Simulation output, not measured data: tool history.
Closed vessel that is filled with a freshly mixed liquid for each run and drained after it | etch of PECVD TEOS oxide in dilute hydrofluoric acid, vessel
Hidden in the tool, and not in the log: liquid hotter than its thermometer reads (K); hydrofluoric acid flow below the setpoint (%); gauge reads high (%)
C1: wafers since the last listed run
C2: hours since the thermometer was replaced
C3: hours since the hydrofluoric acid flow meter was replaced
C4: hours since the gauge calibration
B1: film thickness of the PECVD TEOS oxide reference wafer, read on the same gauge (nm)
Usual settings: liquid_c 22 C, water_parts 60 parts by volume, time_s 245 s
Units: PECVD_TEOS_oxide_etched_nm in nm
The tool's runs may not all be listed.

Run 1, hour 0: usual settings but liquid_c 18 C; C1 0; C2 1381.1; C3 2165.1; C4 95; B1 110. Result: PECVD_TEOS_oxide_etched_nm 46.48 nm.
Run 2, hour 12.3: usual settings; C1 809; C2 1393.4; C3 2177.4; C4 107.3; B1 110.01. Result: PECVD_TEOS_oxide_etched_nm 54.07 nm.
Run 3, hour 32.8: usual settings but water_parts 70 parts by volume; C1 1349; C2 1413.9; C3 2197.9; C4 127.8; B1 110.01. Result: PECVD_TEOS_oxide_etched_nm 46.76 nm.
Run 4, hour 62.3: usual settings but water_parts 70 parts by volume; C1 1941; C2 1443.4; C3 2227.4; C4 157.3; B1 110. Result: PECVD_TEOS_oxide_etched_nm 46.21 nm.
Run 5, hour 80.4: usual settings but water_parts 70 parts by volume; C1 1191; C2 1461.5; C3 2245.5; C4 175.4; B1 109.99. Result: PECVD_TEOS_oxide_etched_nm 46.34 nm.
Run 6, hour 93.8: usual settings but water_parts 50 parts by volume, time_s 205 s; C1 881; C2 1474.9; C3 2258.9; C4 188.8; B1 110. Result: PECVD_TEOS_oxide_etched_nm 56.22 nm.
Run 7, hour 124.5: usual settings but time_s 180 s; C1 2020; C2 1505.6; C3 2289.6; C4 219.5; B1 109.98. Result: PECVD_TEOS_oxide_etched_nm 40.85 nm.
Run 8, hour 136.5: usual settings but time_s 180 s; C1 789; C2 1517.6; C3 2301.6; C4 231.5; B1 110.02. Result: PECVD_TEOS_oxide_etched_nm 40.6 nm.
Run 9, hour 157.2: usual settings but liquid_c 24 C; C1 1362; C2 1538.3; C3 2322.3; C4 252.2; B1 110. Result: PECVD_TEOS_oxide_etched_nm 59.16 nm.
Run 10, hour 169.7: usual settings; C1 822; C2 1550.8; C3 2334.8; C4 264.7; B1 110.03. Result: PECVD_TEOS_oxide_etched_nm 54.79 nm.
Run 11, hour 196.8: usual settings; C1 1783; C2 1577.9; C3 2361.9; C4 291.8; B1 110.01. Result: PECVD_TEOS_oxide_etched_nm 54.96 nm.
Run 12, hour 224.4: usual settings; C1 1816; C2 1605.5; C3 2389.5; C4 319.4; B1 110.02. Result: PECVD_TEOS_oxide_etched_nm 54.69 nm.
Run 13, hour 259.4: usual settings; C1 2303; C2 1640.5; C3 2424.5; C4 354.4; B1 110.01. Result: PECVD_TEOS_oxide_etched_nm 55.18 nm.
Run 14, hour 289.9: usual settings but water_parts 45 parts by volume, time_s 180 s; C1 2007; C2 1671; C3 2455; C4 384.9; B1 110.01. Result: PECVD_TEOS_oxide_etched_nm 55.37 nm.
At hour 379.4: thermometer replaced.
Run 15, hour 383.1: usual settings but liquid_c 27 C, water_parts 50 parts by volume, time_s 155 s; C1 6068; C2 3.7; C3 2548.2; C4 478.1; B1 110. Result: PECVD_TEOS_oxide_etched_nm 51.75 nm.
Run 16, hour 397.4: usual settings but liquid_c 20 C, water_parts 70 parts by volume, time_s 150 s; C1 941; C2 18; C3 2562.5; C4 492.4; B1 109.97. Result: PECVD_TEOS_oxide_etched_nm 26.09 nm.
Run 17, hour 416.4: usual settings; C1 1250; C2 37; C3 2581.5; C4 511.4; B1 110. Result: PECVD_TEOS_oxide_etched_nm 54.1 nm.
At hour 419.7: gauge calibrated.
Run 18, hour 428.5: usual settings but water_parts 40 parts by volume, time_s 200 s; C1 796; C2 49.1; C3 2593.6; C4 8.8; B1 110. Result: PECVD_TEOS_oxide_etched_nm 68.93 nm.
Run 19, hour 451.5: usual settings but liquid_c 19 C; C1 1513; C2 72.1; C3 2616.6; C4 31.8; B1 109.99. Result: PECVD_TEOS_oxide_etched_nm 48.71 nm.
Run 20, hour 463.7: usual settings but liquid_c 26 C; C1 802; C2 84.3; C3 2628.8; C4 44; B1 109.99. Result: PECVD_TEOS_oxide_etched_nm 65.02 nm.
Run 21, hour 497.2: usual settings but time_s 285 s; C1 2204; C2 117.8; C3 2662.3; C4 77.5; B1 110.01. Result: PECVD_TEOS_oxide_etched_nm 64.11 nm.
Run 22, hour 523.9: usual settings; C1 1757; C2 144.5; C3 2689; C4 104.2; B1 109.99. Result: PECVD_TEOS_oxide_etched_nm 54.5 nm.
Run 23, hour 554.6: usual settings; C1 2020; C2 175.2; C3 2719.7; C4 134.9; B1 110. Result: PECVD_TEOS_oxide_etched_nm 55.32 nm.
Run 24, hour 587.8: usual settings but liquid_c 23.5 C; C1 2185; C2 208.4; C3 2752.9; C4 168.1; B1 110. Result: PECVD_TEOS_oxide_etched_nm 57.61 nm.
At hour 589.6: hydrofluoric acid flow meter replaced.
Run 25, hour 618.5: usual settings; C1 1954; C2 239.1; C3 28.9; C4 198.8; B1 110. Result: PECVD_TEOS_oxide_etched_nm 55.66 nm.
Run 26, hour 636.7: usual settings but liquid_c 23.5 C; C1 1197; C2 257.3; C3 47.1; C4 217; B1 109.98. Result: PECVD_TEOS_oxide_etched_nm 58.86 nm.
Run 27, hour 660.9: usual settings but liquid_c 24.5 C, water_parts 85 parts by volume; C1 1592; C2 281.5; C3 71.3; C4 241.2; B1 109.99. Result: PECVD_TEOS_oxide_etched_nm 41.67 nm.
Run 28, hour 686.1: usual settings; C1 1658; C2 306.7; C3 96.5; C4 266.4; B1 110. Result: PECVD_TEOS_oxide_etched_nm 54.63 nm.
Run 29, hour 705.3: usual settings but liquid_c 20 C, water_parts 50 parts by volume; C1 1263; C2 325.9; C3 115.7; C4 285.6; B1 109.96. Result: PECVD_TEOS_oxide_etched_nm 61.17 nm.
Run 30, hour 720.9: usual settings but time_s 325 s; C1 1026; C2 341.5; C3 131.3; C4 301.2; B1 109.96. Result: PECVD_TEOS_oxide_etched_nm 73.21 nm.
Run 31, hour 744.1: usual settings but liquid_c 17.5 C, water_parts 40 parts by volume, time_s 360 s; C1 1526; C2 364.7; C3 154.5; C4 324.4; B1 110.03. Result: PECVD_TEOS_oxide_etched_nm 102.22 nm.
Run 32, hour 759.9: usual settings; C1 1039; C2 380.5; C3 170.3; C4 340.2; B1 109.99. Result: PECVD_TEOS_oxide_etched_nm 55.14 nm.
Run 33, hour 791.9: usual settings; C1 2106; C2 412.5; C3 202.3; C4 372.2; B1 110. Result: PECVD_TEOS_oxide_etched_nm 54.45 nm.
Run 34, hour 818.8: usual settings but time_s 390 s; C1 1770; C2 439.4; C3 229.2; C4 399.1; B1 109.99. Result: PECVD_TEOS_oxide_etched_nm 87.4 nm.

Hidden state at the last listed run before each entry between runs and at the first one after, where it differs:
Between runs 14 and 15: thermometer replaced (hour 379.4)
  no hidden state differs between the two runs
Between runs 17 and 18: gauge calibrated (hour 419.7)
  no hidden state differs between the two runs
Between runs 24 and 25: hydrofluoric acid flow meter replaced (hour 589.6)
  no hidden state differs between the two runs

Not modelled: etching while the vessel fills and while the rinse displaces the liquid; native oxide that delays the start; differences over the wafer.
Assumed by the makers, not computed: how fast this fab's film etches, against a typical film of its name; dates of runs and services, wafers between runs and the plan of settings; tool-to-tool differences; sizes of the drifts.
